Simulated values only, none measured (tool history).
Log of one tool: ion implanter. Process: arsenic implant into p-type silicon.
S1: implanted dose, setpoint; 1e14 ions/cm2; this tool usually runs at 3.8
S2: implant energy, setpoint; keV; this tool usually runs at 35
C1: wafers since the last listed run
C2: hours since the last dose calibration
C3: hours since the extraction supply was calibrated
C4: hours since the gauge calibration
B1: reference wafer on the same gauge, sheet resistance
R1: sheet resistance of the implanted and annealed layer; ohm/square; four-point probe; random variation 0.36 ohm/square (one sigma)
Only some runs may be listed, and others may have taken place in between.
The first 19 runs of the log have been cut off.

run 20 hour=233.7 | S1=4.66 S2=42.5 | C1=152 C2=69.3 C3=4081 C4=33.9 | B1=193 | R1=200.96
run 21 hour=247.6 | S1=3.29 S2=31.5 | C1=282 C2=83.2 C3=4094.9 C4=47.8 | B1=193.12 | R1=273.35
-- hour=269.8 extraction supply calibrated
run 22 hour=270.3 | S1=3.5 S2=47 | C1=298 C2=105.9 C3=0.5 C4=70.5 | B1=193 | R1=246.89
run 23 hour=270.9 | S1=3.49 S2=25 | C1=12 C2=106.5 C3=1.1 C4=71.1 | B1=192.95 | R1=270.03
run 24 hour=284.6 | S1=3.8 S2=35 | C1=278 C2=120.2 C3=14.8 C4=84.8 | B1=192.93 | R1=240.88
run 25 hour=295.4 | S1=3.8 S2=35 | C1=219 C2=131 C3=25.6 C4=95.6 | B1=193.11 | R1=241.51
run 26 hour=341.1 | S1=4.34 S2=26.5 | C1=927 C2=176.7 C3=71.3 C4=141.3 | B1=193.17 | R1=227.68
run 27 hour=350.9 | S1=2.75 S2=35 | C1=198 C2=186.5 C3=81.1 C4=151.1 | B1=192.99 | R1=309.15
run 28 hour=358.2 | S1=4.62 S2=30 | C1=148 C2=193.8 C3=88.4 C4=158.4 | B1=193.06 | R1=213.12
run 29 hour=367.7 | S1=2.74 S2=47 | C1=192 C2=203.3 C3=97.9 C4=167.9 | B1=193.06 | R1=297.92
run 30 hour=401.6 | S1=3.39 S2=35 | C1=687 C2=237.2 C3=131.8 C4=201.8 | B1=193.02 | R1=265.13

Consider 5 possible next runs. They are alternatives, not a sequence: every one starts from the tool as it was left by run 30. What does each give?
run A hour=402 | S1=3.12 S2=35 | C1=8 C2=237.6 C3=132.2 C4=202.2 | B1=? | R1=?
run B hour=402 | S1=3.27 S2=38.5 | C1=8 C2=237.6 C3=132.2 C4=202.2 | B1=? | R1=?
run C hour=402 | S1=3.21 S2=41 | C1=8 C2=237.6 C3=132.2 C4=202.2 | B1=? | R1=?
run D hour=402 | S1=3.8 S2=23 | C1=8 C2=237.6 C3=132.2 C4=202.2 | B1=? | R1=?
run E hour=402 | S1=4.81 S2=28 | C1=8 C2=237.6 C3=132.2 C4=202.2 | B1=? | R1=?

run=A B1=192.89 R1=282.79
run=B B1=192.89 R1=269.26
run=C B1=192.89 R1=270.62
run=D B1=192.89 R1=258.1
run=E B1=192.89 R1=210.16
The same runs, with their run-to-run variation unchanged, on a tool lacking any hidden condition would have given:
run=A R1=280.63
run=B R1=267.21
run=C R1=268.56
run=D R1=256.13
run=E R1=208.55
